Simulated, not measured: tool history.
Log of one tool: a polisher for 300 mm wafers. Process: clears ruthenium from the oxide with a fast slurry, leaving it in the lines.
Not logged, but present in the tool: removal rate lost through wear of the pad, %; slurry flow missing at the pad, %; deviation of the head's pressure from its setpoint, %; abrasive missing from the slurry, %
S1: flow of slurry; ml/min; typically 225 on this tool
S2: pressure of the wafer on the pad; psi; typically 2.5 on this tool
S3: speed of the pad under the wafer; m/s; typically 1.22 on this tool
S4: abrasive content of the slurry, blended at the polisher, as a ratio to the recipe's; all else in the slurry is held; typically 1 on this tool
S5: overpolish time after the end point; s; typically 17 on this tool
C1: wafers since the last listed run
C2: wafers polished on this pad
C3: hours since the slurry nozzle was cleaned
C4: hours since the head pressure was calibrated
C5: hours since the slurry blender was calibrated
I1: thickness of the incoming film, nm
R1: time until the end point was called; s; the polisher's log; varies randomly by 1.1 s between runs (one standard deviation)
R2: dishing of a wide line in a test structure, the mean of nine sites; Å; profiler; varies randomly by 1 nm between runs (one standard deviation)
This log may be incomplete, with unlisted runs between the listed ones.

run 1 hour=0 | S1=225 S2=2.5 S3=1.22 S4=1 S5=17 | C1=0 C2=162 C3=329.9 C4=671 C5=111.7 | I1=264.8 | R1=62 R2=469
run 2 hour=38.7 | S1=225 S2=2.5 S3=1.22 S4=1 S5=17 | C1=326 C2=489 C3=368.6 C4=709.7 C5=150.4 | I1=259.8 | R1=65.2 R2=472
run 3 hour=147.6 | S1=225 S2=2 S3=1.22 S4=1 S5=17 | C1=919 C2=1408 C3=477.5 C4=818.6 C5=259.3 | I1=256.4 | R1=82.8 R2=358
-- hour=230.5 slurry nozzle cleaned
run 4 hour=270.3 | S1=225 S2=2 S3=1.22 S4=1 S5=17 | C1=1027 C2=2435 C3=39.8 C4=941.3 C5=382 | I1=262.1 | R1=86.5 R2=364
-- hour=314.7 head pressure recalibrated
run 5 hour=339.5 | S1=225 S2=2.5 S3=0.92 S4=1 S5=17 | C1=567 C2=3002 C3=109 C4=24.8 C5=451.2 | I1=261.2 | R1=94.1 R2=342
-- hour=348.3 worn pad replaced by a new one
-- hour=373.8 slurry blender recalibrated
run 6 hour=402.8 | S1=225 S2=2.5 S3=0.92 S4=1 S5=17 | C1=483 C2=443 C3=172.3 C4=88.1 C5=29 | I1=256.5 | R1=78.5 R2=380
run 7 hour=456.9 | S1=225 S2=2.5 S3=0.92 S4=1 S5=17 | C1=456 C2=899 C3=226.4 C4=142.2 C5=83.1 | I1=257.4 | R1=81.4 R2=373
run 8 hour=518.6 | S1=225 S2=2.5 S3=1.22 S4=1 S5=17 | C1=520 C2=1420 C3=288.1 C4=203.9 C5=144.8 | I1=259.8 | R1=61.5 R2=487
run 9 hour=680.6 | S1=225 S2=2.5 S3=1.22 S4=1 S5=17 | C1=1367 C2=2788 C3=450.1 C4=365.9 C5=306.8 | I1=264.5 | R1=68.1 R2=458
run 10 hour=732.9 | S1=225 S2=2.5 S3=1.22 S4=1 S5=22 | C1=441 C2=3229 C3=502.4 C4=418.2 C5=359.1 | I1=256.6 | R1=70.5 R2=520
-- hour=744.9 worn pad replaced by a new one
run 11 hour=782.6 | S1=185 S2=2.5 S3=1.22 S4=1 S5=14 | C1=385 C2=318 C3=552.1 C4=467.9 C5=408.8 | I1=261.8 | R1=77.3 R2=345
run 12 hour=813.7 | S1=225 S2=3.2 S3=1.5 S4=1 S5=20 | C1=262 C2=580 C3=583.2 C4=499 C5=439.9 | I1=260.6 | R1=49 R2=656
-- hour=818.9 slurry nozzle cleaned
-- hour=861.6 slurry blender recalibrated
run 13 hour=870.5 | S1=225 S2=2.5 S3=1.42 S4=0.7 S5=17 | C1=454 C2=1034 C3=51.6 C4=555.8 C5=8.9 | I1=259.5 | R1=62.5 R2=474
run 14 hour=924 | S1=225 S2=2.5 S3=0.92 S4=1 S5=17 | C1=451 C2=1486 C3=105.1 C4=609.3 C5=62.4 | I1=259 | R1=80.6 R2=390
run 15 hour=963.7 | S1=155 S2=2 S3=1.06 S4=0.85 S5=17 | C1=335 C2=1821 C3=144.8 C4=649 C5=102.1 | I1=261.2 | R1=101.3 R2=318
run 16 hour=1017.9 | S1=250 S2=2.5 S3=0.84 S4=1.15 S5=17 | C1=457 C2=2279 C3=199 C4=703.2 C5=156.3 | I1=258.8 | R1=84 R2=366
run 17 hour=1076.8 | S1=225 S2=2.5 S3=1.22 S4=1 S5=17 | C1=497 C2=2776 C3=257.9 C4=762.1 C5=215.2 | I1=262.8 | R1=63.8 R2=477
run 18 hour=1119.9 | S1=175 S2=2.5 S3=0.84 S4=1 S5=17 | C1=363 C2=3140 C3=301 C4=805.2 C5=258.3 | I1=260.9 | R1=93.6 R2=321
run 19 hour=1152.5 | S1=225 S2=2.5 S3=0.84 S4=0.85 S5=17 | C1=275 C2=3415 C3=333.6 C4=837.8 C5=290.9 | I1=258.3 | R1=104.7 R2=300
run 20 hour=1198.3 | S1=225 S2=1.7 S3=1.22 S4=1 S5=17 | C1=386 C2=3801 C3=379.4 C4=883.6 C5=336.7 | I1=256.8 | R1=102.2 R2=316
-- hour=1203.7 worn pad replaced by a new one
run 21 hour=1227.7 | S1=145 S2=1.8 S3=1.22 S4=1.3 S5=10 | C1=214 C2=202 C3=408.8 C4=913 C5=366.1 | I1=259 | R1=86.2 R2=213
-- hour=1260.6 slurry nozzle cleaned
-- hour=1264.3 head pressure recalibrated
run 22 hour=1264.8 | S1=225 S2=2.5 S3=1.22 S4=1 S5=17 | C1=287 C2=490 C3=4.2 C4=0.5 C5=403.2 | I1=265.2 | R1=68.5 R2=442
-- hour=1297.7 slurry blender recalibrated
run 23 hour=1301.4 | S1=170 S2=2.5 S3=1.1 S4=0.75 S5=26 | C1=292 C2=782 C3=40.8 C4=37.1 C5=3.7 | I1=259.5 | R1=84.1 R2=540
run 24 hour=1345.3 | S1=225 S2=2.5 S3=1.22 S4=1 S5=17 | C1=370 C2=1152 C3=84.7 C4=81 C5=47.6 | I1=254.2 | R1=61.6 R2=483
run 25 hour=1388.4 | S1=225 S2=2.7 S3=1.22 S4=1.15 S5=9 | C1=363 C2=1516 C3=127.8 C4=124.1 C5=90.7 | I1=263.5 | R1=55.7 R2=318
run 26 hour=1443.5 | S1=225 S2=2.5 S3=1.22 S4=1 S5=9 | C1=465 C2=1981 C3=182.9 C4=179.2 C5=145.8 | I1=258.8 | R1=62.2 R2=268
run 27 hour=1488.5 | S1=225 S2=2.5 S3=1.22 S4=1 S5=10 | C1=379 C2=2361 C3=227.9 C4=224.2 C5=190.8 | I1=264.6 | R1=65 R2=293
run 28 hour=1552.1 | S1=225 S2=2.5 S3=1.22 S4=1 S5=17 | C1=536 C2=2898 C3=291.5 C4=287.8 C5=254.4 | I1=257.8 | R1=64.9 R2=455
run 29 hour=1598 | S1=175 S2=2.5 S3=1.22 S4=1 S5=17 | C1=387 C2=3286 C3=337.4 C4=333.7 C5=300.3 | I1=262.1 | R1=69.2 R2=434

Below are 3 alternative next runs, each starting from the tool's condition after run 29. Predict each:
run A hour=1598.5 | S1=225 S2=2.5 S3=1.22 S4=1 S5=17 | C1=4 C2=3290 C3=337.9 C4=334.2 C5=300.8 | I1=259.9 | R1=? R2=?
run B hour=1598.5 | S1=305 S2=2.5 S3=0.94 S4=1.25 S5=17 | C1=4 C2=3290 C3=337.9 C4=334.2 C5=300.8 | I1=259.9 | R1=? R2=?
run C hour=1598.5 | S1=225 S2=3.1 S3=1.22 S4=1 S5=24 | C1=4 C2=3290 C3=337.9 C4=334.2 C5=300.8 | I1=259.9 | R1=? R2=?

run=A R1=67.3 R2=455
run=B R1=75.3 R2=413
run=C R1=54.2 R2=717
Without the tool's unlogged condition, the same runs would have read:
run=A R1=60.4 R2=498
run=B R1=68.7 R2=447
run=C R1=48.7 R2=777
